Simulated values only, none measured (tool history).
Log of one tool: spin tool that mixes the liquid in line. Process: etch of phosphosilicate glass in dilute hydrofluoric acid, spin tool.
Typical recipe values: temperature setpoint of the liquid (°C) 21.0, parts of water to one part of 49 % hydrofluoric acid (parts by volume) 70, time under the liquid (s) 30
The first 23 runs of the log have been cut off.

| run | day | temperature setpoint of the liquid (°C) | parts of water to one part of 49 % hydrofluoric acid (parts by volume) | time under the liquid (s) | read-back film thickness of the phosphosilicate glass reference wafer, read on the same gauge (nm) | thickness taken off the phosphosilicate glass on a monitor wafer (nm) |
|---|---|---|---|---|---|---|
| 24 | 48.779 | 21.0 | 70 | 30 | 110.03 | 81.01 |
| 25 | 53.058 | 19.0 | 55 | 30 | 110.00 | 95.55 |
| 26 | 55.417 | 25.0 | 70 | 30 | 110.02 | 95.31 |
| 27 | 56.833 | 22.5 | 70 | 20 | 109.97 | 57.07 |
| 28 | 58.533 | 24.0 | 105 | 40 | 110.01 | 77.11 |
| 29 | 59.579 | 21.0 | 35 | 30 | 109.97 | 166.91 |
| 30 | 60.629 | 26.0 | 85 | 15 | 110.03 | 39.73 |
| 31 | 62.667 | 24.0 | 100 | 40 | 109.98 | 80.46 |

Below are 5 alternative next runs, each starting from the tool's condition after run 31. Predict each:
| A | 62.683 | 21.0 | 70 | 30 | ? | ? |
| B | 62.683 | 19.5 | 95 | 25 | ? | ? |
| C | 62.683 | 24.5 | 85 | 20 | ? | ? |
| D | 62.683 | 21.0 | 45 | 15 | ? | ? |
| E | 62.683 | 21.0 | 55 | 45 | ? | ? |

| run | read-back film thickness of the phosphosilicate glass reference wafer, read on the same gauge (nm) | thickness taken off the phosphosilicate glass on a monitor wafer (nm) |
|---|---|---|
| A | 110.01 | 80.11 |
| B | 110.01 | 44.91 |
| C | 110.01 | 49.85 |
| D | 110.01 | 64.20 |
| E | 110.01 | 155.69 |
What these runs would have given with no unlogged condition in the tool:
| run | thickness taken off the phosphosilicate glass on a monitor wafer (nm) |
|---|---|
| A | 82.79 |
| B | 46.41 |
| C | 51.45 |
| D | 66.39 |
| E | 160.96 |

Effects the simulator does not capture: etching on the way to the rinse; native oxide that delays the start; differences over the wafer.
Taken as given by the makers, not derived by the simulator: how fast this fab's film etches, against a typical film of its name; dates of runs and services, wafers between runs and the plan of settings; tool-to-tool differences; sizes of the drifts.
